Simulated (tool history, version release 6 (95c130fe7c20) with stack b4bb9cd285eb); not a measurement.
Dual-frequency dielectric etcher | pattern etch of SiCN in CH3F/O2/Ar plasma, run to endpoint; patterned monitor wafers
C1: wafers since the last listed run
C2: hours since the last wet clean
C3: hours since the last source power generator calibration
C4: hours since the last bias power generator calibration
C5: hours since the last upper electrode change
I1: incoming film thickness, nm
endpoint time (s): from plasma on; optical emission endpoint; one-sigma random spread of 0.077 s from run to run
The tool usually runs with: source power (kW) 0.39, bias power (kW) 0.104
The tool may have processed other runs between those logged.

run 1 hour=0 | source_power_(kW)=0.36 bias_power_(kW)=0.104 | C1=0 C2=602.5 C3=3148 C4=2174.8 C5=4511.8 | I1=11.98 | endpoint_time_(s)=25.1
-- hour=82.4 wet clean of the chamber
run 2 hour=82.9 | source_power_(kW)=0.36 bias_power_(kW)=0.104 | C1=971 C2=0.5 C3=3230.9 C4=2257.7 C5=4594.7 | I1=11.97 | endpoint_time_(s)=26
run 3 hour=112.6 | source_power_(kW)=0.39 bias_power_(kW)=0.104 | C1=489 C2=30.2 C3=3260.6 C4=2287.4 C5=4624.4 | I1=11.97 | endpoint_time_(s)=25.2
run 4 hour=157 | source_power_(kW)=0.39 bias_power_(kW)=0.104 | C1=732 C2=74.6 C3=3305 C4=2331.8 C5=4668.8 | I1=12.13 | endpoint_time_(s)=25.3
run 5 hour=256.9 | source_power_(kW)=0.39 bias_power_(kW)=0.104 | C1=1647 C2=174.5 C3=3404.9 C4=2431.7 C5=4768.7 | I1=11.99 | endpoint_time_(s)=24.9
run 6 hour=326 | source_power_(kW)=0.41 bias_power_(kW)=0.104 | C1=1139 C2=243.6 C3=3474 C4=2500.8 C5=4837.8 | I1=11.93 | endpoint_time_(s)=24.4
run 7 hour=425.2 | source_power_(kW)=0.39 bias_power_(kW)=0.104 | C1=1635 C2=342.8 C3=3573.2 C4=2600 C5=4937 | I1=12.02 | endpoint_time_(s)=24.8
run 8 hour=581.5 | source_power_(kW)=0.39 bias_power_(kW)=0.117 | C1=2577 C2=499.1 C3=3729.5 C4=2756.3 C5=5093.3 | I1=12.02 | endpoint_time_(s)=23.5
run 9 hour=628.5 | source_power_(kW)=0.39 bias_power_(kW)=0.117 | C1=775 C2=546.1 C3=3776.5 C4=2803.3 C5=5140.3 | I1=12.01 | endpoint_time_(s)=23.5
run 10 hour=669.2 | source_power_(kW)=0.39 bias_power_(kW)=0.117 | C1=671 C2=586.8 C3=3817.2 C4=2844 C5=5181 | I1=12.05 | endpoint_time_(s)=23.5
run 11 hour=741.2 | source_power_(kW)=0.39 bias_power_(kW)=0.104 | C1=1187 C2=658.8 C3=3889.2 C4=2916 C5=5253 | I1=12.04 | endpoint_time_(s)=24.3
-- hour=778 wet clean of the chamber
run 12 hour=797.1 | source_power_(kW)=0.39 bias_power_(kW)=0.104 | C1=526 C2=19.1 C3=3945.1 C4=2971.9 C5=5308.9 | I1=12 | endpoint_time_(s)=25.2
run 13 hour=857.4 | source_power_(kW)=0.43 bias_power_(kW)=0.104 | C1=994 C2=79.4 C3=4005.4 C4=3032.2 C5=5369.2 | I1=11.96 | endpoint_time_(s)=24.3
-- hour=1012.7 bias power generator calibrated
-- hour=1015.1 source power generator calibrated
run 14 hour=1084.2 | source_power_(kW)=0.39 bias_power_(kW)=0.088 | C1=3634 C2=306.2 C3=69.1 C4=71.5 C5=5596 | I1=12.03 | endpoint_time_(s)=26.9
-- hour=1144.7 upper electrode replaced
run 15 hour=1145.8 | source_power_(kW)=0.36 bias_power_(kW)=0.09 | C1=620 C2=367.8 C3=130.7 C4=133.1 C5=1.1 | I1=12.01 | endpoint_time_(s)=27.4
run 16 hour=1248.5 | source_power_(kW)=0.43 bias_power_(kW)=0.083 | C1=1693 C2=470.5 C3=233.4 C4=235.8 C5=103.8 | I1=12.13 | endpoint_time_(s)=26.6
-- hour=1333.6 wet clean of the chamber
run 17 hour=1346 | source_power_(kW)=0.36 bias_power_(kW)=0.097 | C1=1212 C2=12.4 C3=330.9 C4=333.3 C5=201.3 | I1=12.04 | endpoint_time_(s)=27.1
run 18 hour=1393.3 | source_power_(kW)=0.39 bias_power_(kW)=0.104 | C1=780 C2=59.7 C3=378.2 C4=380.6 C5=248.6 | I1=11.92 | endpoint_time_(s)=25.5
run 19 hour=1437.1 | source_power_(kW)=0.49 bias_power_(kW)=0.093 | C1=722 C2=103.5 C3=422 C4=424.4 C5=292.4 | I1=11.89 | endpoint_time_(s)=24.1
run 20 hour=1530.2 | source_power_(kW)=0.39 bias_power_(kW)=0.104 | C1=1535 C2=196.6 C3=515.1 C4=517.5 C5=385.5 | I1=12.02 | endpoint_time_(s)=25.5
run 21 hour=1588.6 | source_power_(kW)=0.34 bias_power_(kW)=0.084 | C1=963 C2=255 C3=573.5 C4=575.9 C5=443.9 | I1=12.06 | endpoint_time_(s)=28.9
run 22 hour=1655.5 | source_power_(kW)=0.33 bias_power_(kW)=0.122 | C1=1103 C2=321.9 C3=640.4 C4=642.8 C5=510.8 | I1=12.01 | endpoint_time_(s)=25.2
run 23 hour=1725.1 | source_power_(kW)=0.39 bias_power_(kW)=0.104 | C1=1147 C2=391.5 C3=710 C4=712.4 C5=580.4 | I1=11.94 | endpoint_time_(s)=24.9
run 24 hour=1775.6 | source_power_(kW)=0.48 bias_power_(kW)=0.119 | C1=832 C2=442 C3=760.5 C4=762.9 C5=630.9 | I1=11.96 | endpoint_time_(s)=22
run 25 hour=1840.1 | source_power_(kW)=0.39 bias_power_(kW)=0.089 | C1=1063 C2=506.5 C3=825 C4=827.4 C5=695.4 | I1=12.01 | endpoint_time_(s)=26.3
run 26 hour=1896.9 | source_power_(kW)=0.34 bias_power_(kW)=0.091 | C1=936 C2=563.3 C3=881.8 C4=884.2 C5=752.2 | I1=11.98 | endpoint_time_(s)=27.4
-- hour=1936.7 wet clean of the chamber
run 27 hour=1954.1 | source_power_(kW)=0.35 bias_power_(kW)=0.104 | C1=547 C2=17.4 C3=939 C4=941.4 C5=809.4 | I1=12.01 | endpoint_time_(s)=26.6
run 28 hour=2009.4 | source_power_(kW)=0.48 bias_power_(kW)=0.083 | C1=911 C2=72.7 C3=994.3 C4=996.7 C5=864.7 | I1=11.94 | endpoint_time_(s)=25.5
run 29 hour=2089.3 | source_power_(kW)=0.47 bias_power_(kW)=0.111 | C1=1317 C2=152.6 C3=1074.2 C4=1076.6 C5=944.6 | I1=12.01 | endpoint_time_(s)=23.2

Below are 4 alternative next runs, each starting from the tool's condition after run 29. Predict each:
run A hour=2089.7 | source_power_(kW)=0.39 bias_power_(kW)=0.122 | C1=6 C2=153 C3=1074.6 C4=1077 C5=945 | I1=12.1 | endpoint_time_(s)=?
run B hour=2089.7 | source_power_(kW)=0.47 bias_power_(kW)=0.114 | C1=6 C2=153 C3=1074.6 C4=1077 C5=945 | I1=12.1 | endpoint_time_(s)=?
run C hour=2089.7 | source_power_(kW)=0.39 bias_power_(kW)=0.125 | C1=6 C2=153 C3=1074.6 C4=1077 C5=945 | I1=12.1 | endpoint_time_(s)=?
run D hour=2089.7 | source_power_(kW)=0.48 bias_power_(kW)=0.081 | C1=6 C2=153 C3=1074.6 C4=1077 C5=945 | I1=12.1 | endpoint_time_(s)=?

run=A endpoint_time_(s)=24.1
run=B endpoint_time_(s)=23.1
run=C endpoint_time_(s)=23.9
run=D endpoint_time_(s)=25.9
Without the tool's unlogged condition, the same runs would have read:
run=A endpoint_time_(s)=24.3
run=B endpoint_time_(s)=23.2
run=C endpoint_time_(s)=24
run=D endpoint_time_(s)=26.1
